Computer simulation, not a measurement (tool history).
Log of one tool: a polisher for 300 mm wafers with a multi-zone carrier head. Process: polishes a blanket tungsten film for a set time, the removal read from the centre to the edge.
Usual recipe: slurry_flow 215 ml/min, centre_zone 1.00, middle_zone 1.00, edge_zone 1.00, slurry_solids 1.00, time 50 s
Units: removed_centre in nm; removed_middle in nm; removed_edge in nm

run   hour  slurry_flow  centre_zone  middle_zone  edge_zone  slurry_solids  time  incoming thickness of the incoming film, nm  removed_centre  removed_middle  removed_edge
  1    0.0          215         1.00         1.00       1.00           1.00    50                                       1333.2           222.4           226.8         224.2
       2.3  -- worn pad replaced by a new one
  2    8.1          215         1.00         1.00       1.00           1.00    50                                       1367.1           238.7           249.7         243.2
  3   22.4          215         1.00         1.00       1.00           1.00    50                                       1348.6           242.4           247.8         235.5
  4   38.4          215         1.00         1.00       1.00           1.00    50                                       1347.4           235.2           237.7         233.8
      81.9  -- worn pad replaced by a new one
  5   85.7          215         1.00         1.00       1.00           1.00    50                                       1313.8           251.2           255.0         246.1
      91.5  -- edge zone pressure recalibrated
     104.9  -- slurry nozzle cleaned
  6  107.5          215         1.00         1.00       1.00           1.00    43                                       1317.5           208.1           212.7         210.1
  7  124.5          215         1.00         1.00       1.00           1.00    43                                       1345.0           201.3           213.0         203.9
  8  137.1          215         1.00         1.00       1.00           1.00    50                                       1340.0           233.6           238.8         231.8
  9  144.6          215         1.00         1.00       1.00           1.00    50                                       1342.9           232.7           234.4         230.3
     158.1  -- worn pad replaced by a new one
 10  158.6          215         1.00         1.05       1.00           1.00    68                                       1362.5           335.6           357.4         335.7
 11  168.3          175         0.90         0.88       1.00           0.75    50                                       1336.4           208.4           212.7         228.5
     179.0  -- carrier head's membrane replaced by a new one
 12  179.5          195         1.00         1.00       1.00           1.00    50                                       1349.5           246.8           254.4         242.1
 13  196.0          215         1.00         1.00       0.92           1.25    50                                       1321.4           242.7           263.5         239.6
     211.2  -- centre zone pressure recalibrated
 14  213.9          240         1.00         1.00       1.00           1.20    32                                       1327.5           155.7           158.9         152.9
 15  221.7          245         1.09         0.89       0.88           1.00    50                                       1342.5           253.4           216.8         216.4
     227.3  -- worn pad replaced by a new one
 16  232.0          280         1.00         1.00       1.03           0.75    50                                       1342.9           235.6           238.4         237.7
 17  249.0          215         1.00         1.00       1.00           1.00    50                                       1345.8           242.1           250.8         237.7
 18  263.3          170         1.00         0.93       1.00           1.00    50                                       1339.3           224.0           226.9         230.2
 19  272.4          215         1.00         1.00       1.00           1.00    43                                       1322.1           200.0           206.4         199.0

5 options for the next run, each taken on its own from the tool as it stands now. Forecast them:
  A  272.8          215         1.00         1.00       1.00           1.00    50                                       1357.9               ?               ?             ?
  B  272.8          215         1.00         1.00       0.95           1.00    50                                       1357.9               ?               ?             ?
  C  272.8          215         1.04         1.00       1.00           1.00    63                                       1357.9               ?               ?             ?
  D  272.8          185         1.00         1.00       1.00           1.00    50                                       1357.9               ?               ?             ?
  E  272.8          215         1.00         1.00       1.00           1.00    55                                       1357.9               ?               ?             ?

run  removed_centre  removed_middle  removed_edge
  A           229.2           236.7         232.7
  B           229.2           236.7         227.1
  C           300.4           298.2         293.2
  D           225.7           233.5         230.4
  E           252.1           260.4         256.0
Had the tool no hidden state, the same runs would have come out as:
run  removed_centre  removed_middle  removed_edge
  A           243.9           251.9         247.7
  B           243.9           252.0         241.7
  C           319.7           317.4         312.1
  D           240.3           248.6         245.2
  E           268.3           277.1         272.4

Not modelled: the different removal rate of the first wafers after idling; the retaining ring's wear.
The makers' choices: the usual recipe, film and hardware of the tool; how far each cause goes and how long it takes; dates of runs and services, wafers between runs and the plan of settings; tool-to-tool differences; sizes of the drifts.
